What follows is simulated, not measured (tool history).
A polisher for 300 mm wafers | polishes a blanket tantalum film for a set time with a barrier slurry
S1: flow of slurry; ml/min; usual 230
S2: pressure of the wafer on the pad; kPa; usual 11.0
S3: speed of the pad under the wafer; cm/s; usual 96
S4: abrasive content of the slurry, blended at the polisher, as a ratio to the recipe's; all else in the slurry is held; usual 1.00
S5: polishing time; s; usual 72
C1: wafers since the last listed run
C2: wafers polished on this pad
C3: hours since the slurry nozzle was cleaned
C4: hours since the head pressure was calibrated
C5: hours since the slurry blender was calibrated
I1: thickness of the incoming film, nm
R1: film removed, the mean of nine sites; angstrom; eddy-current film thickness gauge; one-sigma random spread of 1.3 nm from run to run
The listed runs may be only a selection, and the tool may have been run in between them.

run   hour   S1    S2   S3    S4  S5   C1    C2     C3     C4     C5     I1    R1
  1    0.0  250  11.0   96  1.00  72    0   573  698.5  735.5   85.4  466.1   832
  2   13.7  250  11.0   96  1.00  72  169   743  712.2  749.2   99.1  454.9   811
  3   21.8  230  11.0   70  1.00  66  100   843  720.3  757.3  107.2  457.0   534
  4   28.3  230  11.0   96  1.00  72   80   924  726.8  763.8  113.7  463.5   764
  5   36.3  230  11.0   96  1.00  72   99  1023  734.8  771.8  121.7  467.8   771
  6   50.6  230  11.0   96  1.00  72  177  1200  749.1  786.1  136.0  459.4   785
      55.5  -- slurry nozzle cleaned
  7   59.9  230  11.0   96  1.00  72  102  1303    4.4  795.4  145.3  455.7   764
      63.9  -- worn pad replaced by a new one
  8   68.3  230  11.0   88  1.00  72   54    54   12.8  803.8  153.7  458.0   704
  9   82.4  230  11.0   88  1.00  72  174   228   26.9  817.9  167.8  463.5   708
 10   91.4  230  11.0   76  1.00  53  111   340   35.9  826.9  176.8  460.9   442
 11  108.3  155  11.0   96  1.00  72  209   549   52.8  843.8  193.7  454.3   704
 12  125.4  195   8.3   80  1.00  88  211   761   69.9  860.9  210.8  459.1   567
 13  138.8  230  11.0   96  1.00  72  166   927   83.3  874.3  224.2  462.1   730
 14  146.2  230  11.0   96  1.00  72   91  1019   90.7  881.7  231.6  459.8   726
 15  153.0  230  11.0  122  1.00  72   84  1103   97.5  888.5  238.4  458.3   927
     167.5  -- worn pad replaced by a new one
 16  168.0  230  11.0   96  1.00  72  136     5  112.5  903.5  253.4  453.5   720
 17  183.1  230  11.0  114  1.00  72  187   193  127.6  918.6  268.5  463.4   870
 18  198.5  230  11.0   96  1.00  72  190   383  143.0  934.0  283.9  454.5   711
 19  215.5  230  11.0   76  1.15  47  210   594  160.0  951.0  300.9  465.0   400
     242.4  -- head pressure recalibrated
 20  247.5  230  11.0   96  1.00  72  371   966  192.0    5.1  332.9  461.4   715
     265.7  -- worn pad replaced by a new one
 21  266.2  230  11.0   76  1.00  53  182     6  210.7   23.8  351.6  463.0   415
 22  279.2  230  14.5   96  0.75  82  161   167  223.7   36.8  364.6  453.3   876
     283.8  -- slurry blender recalibrated
 23  293.3  195   9.0   96  1.00  55  149   317  237.8   50.9    9.5  461.6   530
 24  311.2  170   9.7   72  1.00  54  221   539  255.7   68.8   27.4  464.3   404
 25  329.1  300  13.8   86  1.15  72  221   761  273.6   86.7   45.3  456.9  1028
 26  344.6  230  11.0   96  0.70  50  192   953  289.1  102.2   60.8  454.8   486
 27  352.8  285  12.4   96  1.00  50  101  1054  297.3  110.4   69.0  455.4   665
 28  359.9  300  13.8   86  1.15  72   87  1142  304.4  117.5   76.1  459.0  1000
     367.2  -- worn pad replaced by a new one
 29  371.6  230  11.0   96  1.20  93   95    54  316.1  129.2   87.8  467.4  1142
 30  378.3  230  11.0   96  0.80  72   83   137  322.8  135.9   94.5  466.8   732
 31  387.2  280   9.7  114  1.20  72  110   247  331.7  144.8  103.4  460.3   901

Pick out some run-to-run changes in R1. Of each, how much would a tool without hidden state show as well, from the settings, what came in and chance, and how much is left for the hidden state and any gauge scatter not in both results compared?
Hidden state at play: removal rate lost through wear of the pad, %; slurry flow missing at the pad, %; deviation of the head's pressure from its setpoint, %; abrasive missing from the slurry, %.
Run 19 -> 20: S3 76 -> 96, S4 1.15 -> 1.00, S5 47 -> 72, head pressure recalibrated. R1 +315 angstrom: hidden state -90, all else +405.
Run 21 -> 22: S2 11.0 -> 14.5, S3 76 -> 96, S4 1.00 -> 0.75, S5 53 -> 82. R1 +461 angstrom: hidden state -178, all else +639.
Run 22 -> 23: S1 230 -> 195, S2 14.5 -> 9.0, S4 0.75 -> 1.00, S5 82 -> 55, slurry blender recalibrated. R1 -346 angstrom: hidden state +270, all else -616.
Run 24 -> 25: S1 170 -> 300, S2 9.7 -> 13.8, S3 72 -> 86, S4 1.00 -> 1.15, S5 54 -> 72. R1 +624 angstrom: hidden state -30, all else +654.
Run 25 -> 26: S1 300 -> 230, S2 13.8 -> 11.0, S3 86 -> 96, S4 1.15 -> 0.70, S5 72 -> 50. R1 -542 angstrom: hidden state +3, all else -545.

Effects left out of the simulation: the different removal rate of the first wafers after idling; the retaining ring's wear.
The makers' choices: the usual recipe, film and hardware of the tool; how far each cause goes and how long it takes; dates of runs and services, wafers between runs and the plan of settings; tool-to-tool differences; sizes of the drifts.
